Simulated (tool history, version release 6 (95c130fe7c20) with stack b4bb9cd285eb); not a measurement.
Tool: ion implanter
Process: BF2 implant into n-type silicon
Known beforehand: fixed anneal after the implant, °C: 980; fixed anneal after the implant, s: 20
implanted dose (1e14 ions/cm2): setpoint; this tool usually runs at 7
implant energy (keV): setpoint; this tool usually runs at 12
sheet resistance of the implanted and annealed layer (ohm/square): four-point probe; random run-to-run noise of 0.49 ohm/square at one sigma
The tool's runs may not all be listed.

run	hour	implanted dose (1e14 ions/cm2)	implant energy (keV)	wafers since the last listed run	hours since the last dose calibration	hours since the extraction supply was calibrated	hours since the gauge calibration	read-back reference wafer on the same gauge, sheet resistance	sheet resistance of the implanted and annealed layer (ohm/square)
1	0	7.87	13.5	0	1379.2	1737.8	405.4	358.23	277.06
2	14.6	7	12	381	1393.8	1752.4	420	357.92	296.73
3	38.3	7	12	618	1417.5	1776.1	443.7	358.09	297.06
4	52.2	6.26	12	362	1431.4	1790	457.6	357.76	304.82
5	64.5	7.51	12	321	1443.7	1802.3	469.9	358.02	293.55
6	83.7	7.51	12	501	1462.9	1821.5	489.1	357.78	293.98
7	115.8	7	10.5	837	1495	1853.6	521.2	358.39	313.69
8	148.1	7	10.5	843	1527.3	1885.9	553.5	358.08	313.14
9	181.5	7	10.5	871	1560.7	1919.3	586.9	358.16	312.95
10	215.6	5.39	12	890	1594.8	1953.4	621	357.93	318.97
11	234	7	12	480	1613.2	1971.8	639.4	357.87	297.27
12	253.7	7	12	514	1632.9	1991.5	659.1	357.92	297.64
13	277.3	7	12	615	1656.5	2015.1	682.7	357.82	296.06
14	302.8	7	12	665	1682	2040.6	708.2	357.82	297.21
15	339.6	5.24	12	960	1718.8	2077.4	745	358	322.87
16	370.2	7	12	798	1749.4	2108	775.6	357.85	296.4
17	410.6	6.45	16	1054	1789.8	2148.4	816	357.87	270.82
18	427.1	7.63	13	430	1806.3	2164.9	832.5	358.37	282.79
19	450.3	7	12	605	1829.5	2188.1	855.7	357.96	296.98
# hour 464.9: gauge calibrated
20	471.2	7.69	8.5	545	1850.4	2209	6.3	357.85	331.19
21	492.3	9.04	8.5	550	1871.5	2230.1	27.4	357.9	322.29
22	547.7	6.46	16	1445	1926.9	2285.5	82.8	358.21	269.91
23	562.8	5.27	15.5	394	1942	2300.6	97.9	357.75	293.25
# hour 600.5: Faraday cup replaced and dose calibrated
24	601	7.56	10	788	0.5	2338.8	136.1	358.15	316.37
# hour 622: extraction supply calibrated
25	631.9	6.46	16	597	31.4	9.9	167	357.96	274.28
26	647.4	7	12	404	46.9	25.4	182.5	358	300.22
27	665.9	7.76	15.5	482	65.4	43.9	201	357.84	264.57
28	683.6	5.93	15.5	461	83.1	61.6	218.7	358.18	286.05
29	716.1	7	12	848	115.6	94.1	251.2	357.95	299.72
30	740.8	7	8.5	644	140.3	118.8	275.9	357.98	340.3
31	775.9	7	9.5	916	175.4	153.9	311	357.94	326.51
32	831.5	7	12	1451	231	209.5	366.6	358.07	299.88
33	866.7	8.98	12	918	266.2	244.7	401.8	358.05	285.66
34	886.7	7.68	10	521	286.2	264.7	421.8	358.13	314.88
35	919.2	5.55	10	848	318.7	297.2	454.3	358.02	341.92
36	962	8.36	12	1117	361.5	340	497.1	357.92	288.61
37	977.3	5.93	15	399	376.8	355.3	512.4	358.16	287.46
38	1024.6	7	9	1234	424.1	402.6	559.7	357.93	331.85

Measured result minus the same run's result without the hidden state. Both carry the same run-to-run variation, though not necessarily the same gauge scatter:
The hidden state here: deviation of the true dose from the Faraday cup's reading, %; deviation of the true energy from its setpoint, %; gauge reads high (%).
run	sheet resistance of the implanted and annealed layer (ohm/square)
1	-2.73
2	-3.39
3	-3.41
4	-4.27
5	-2.99
6	-3
7	-3.51
8	-3.52
9	-3.52
10	-5.86
11	-3.49
12	-3.5
13	-3.49
14	-3.51
15	-6.25
16	-3.51
17	-4.29
18	-3
19	-3.55
20	-3.1
21	-2.24
22	-4.29
23	-6.32
24	-0.02
25	-0.27
26	-0.31
27	-0.35
28	-0.73
29	-0.7
30	-0.89
31	-1.03
32	-1.23
33	-0.87
34	-1.23
35	-2.64
36	-1.22
37	-2.47
38	-2.01
